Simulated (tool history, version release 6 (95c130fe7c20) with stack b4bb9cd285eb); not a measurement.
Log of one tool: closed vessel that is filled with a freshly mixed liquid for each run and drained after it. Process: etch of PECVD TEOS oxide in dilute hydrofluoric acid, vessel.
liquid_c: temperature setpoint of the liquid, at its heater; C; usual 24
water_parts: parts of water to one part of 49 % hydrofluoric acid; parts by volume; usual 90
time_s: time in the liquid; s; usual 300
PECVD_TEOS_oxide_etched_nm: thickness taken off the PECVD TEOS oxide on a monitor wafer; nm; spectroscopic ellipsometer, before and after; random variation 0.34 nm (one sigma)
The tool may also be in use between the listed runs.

| run | hour | liquid_c | water_parts | time_s | wafers since the last listed run | hours since the thermometer was replaced | hours since the hydrofluoric acid flow meter was replaced | hours since the gauge calibration | read-back film thickness of the PECVD TEOS oxide reference wafer, read on the same gauge (nm) | PECVD_TEOS_oxide_etched_nm |
|---|---|---|---|---|---|---|---|---|---|---|
| 1 | 0 | 24 | 125 | 300 | 0 | 1861.1 | 1411.5 | 138.7 | 99.99 | 35.1 |
| 2 | 14.5 | 24 | 125 | 300 | 1714 | 1875.6 | 1426 | 153.2 | 99.98 | 35.12 |
| 3 | 40.7 | 24 | 90 | 300 | 3098 | 1901.8 | 1452.2 | 179.4 | 100.03 | 50.78 |
| 4 | 67.3 | 24 | 90 | 300 | 3146 | 1928.4 | 1478.8 | 206 | 99.99 | 50.91 |
|  | 141.9 | thermometer replaced |
| 5 | 171.5 | 24 | 90 | 300 | 12205 | 29.6 | 1583 | 310.2 | 99.97 | 55 |
| 6 | 199.5 | 24 | 90 | 300 | 3311 | 57.6 | 1611 | 338.2 | 100.02 | 54.79 |
| 7 | 234.8 | 24 | 90 | 200 | 4175 | 92.9 | 1646.3 | 373.5 | 100 | 36.86 |
| 8 | 266.9 | 24 | 90 | 300 | 3796 | 125 | 1678.4 | 405.6 | 100.03 | 55.31 |
|  | 274.1 | hydrofluoric acid flow meter replaced |
|  | 292.8 | gauge calibrated |
| 9 | 294.6 | 24 | 125 | 300 | 3157 | 152.7 | 20.5 | 1.8 | 99.98 | 37.67 |
| 10 | 306.9 | 24 | 90 | 405 | 1454 | 165 | 32.8 | 14.1 | 99.98 | 73.1 |
| 11 | 337 | 20 | 120 | 300 | 3559 | 195.1 | 62.9 | 44.2 | 100 | 33.87 |
| 12 | 370.5 | 29 | 60 | 300 | 3962 | 228.6 | 96.4 | 77.7 | 100.01 | 103.18 |
| 13 | 397.2 | 19 | 65 | 170 | 3157 | 255.3 | 123.1 | 104.4 | 99.97 | 35.32 |
| 14 | 414.8 | 27 | 105 | 395 | 2081 | 272.9 | 140.7 | 122 | 100.01 | 67.54 |

Forecast each of these 4 alternatives for the next run:
| A | 415.5 | 24 | 90 | 375 | 82 | 273.6 | 141.4 | 122.7 | ? | ? |
| B | 415.5 | 28 | 90 | 240 | 82 | 273.6 | 141.4 | 122.7 | ? | ? |
| C | 415.5 | 26 | 65 | 300 | 82 | 273.6 | 141.4 | 122.7 | ? | ? |
| D | 415.5 | 20.5 | 60 | 300 | 82 | 273.6 | 141.4 | 122.7 | ? | ? |

| run | read-back film thickness of the PECVD TEOS oxide reference wafer, read on the same gauge (nm) | PECVD_TEOS_oxide_etched_nm |
|---|---|---|
| A | 99.99 | 68.04 |
| B | 99.99 | 51 |
| C | 99.99 | 84.33 |
| D | 99.99 | 73.26 |
Without the tool's hidden state the same runs would have given:
| run | PECVD_TEOS_oxide_etched_nm |
|---|---|
| A | 70.45 |
| B | 52.75 |
| C | 87.33 |
| D | 75.99 |

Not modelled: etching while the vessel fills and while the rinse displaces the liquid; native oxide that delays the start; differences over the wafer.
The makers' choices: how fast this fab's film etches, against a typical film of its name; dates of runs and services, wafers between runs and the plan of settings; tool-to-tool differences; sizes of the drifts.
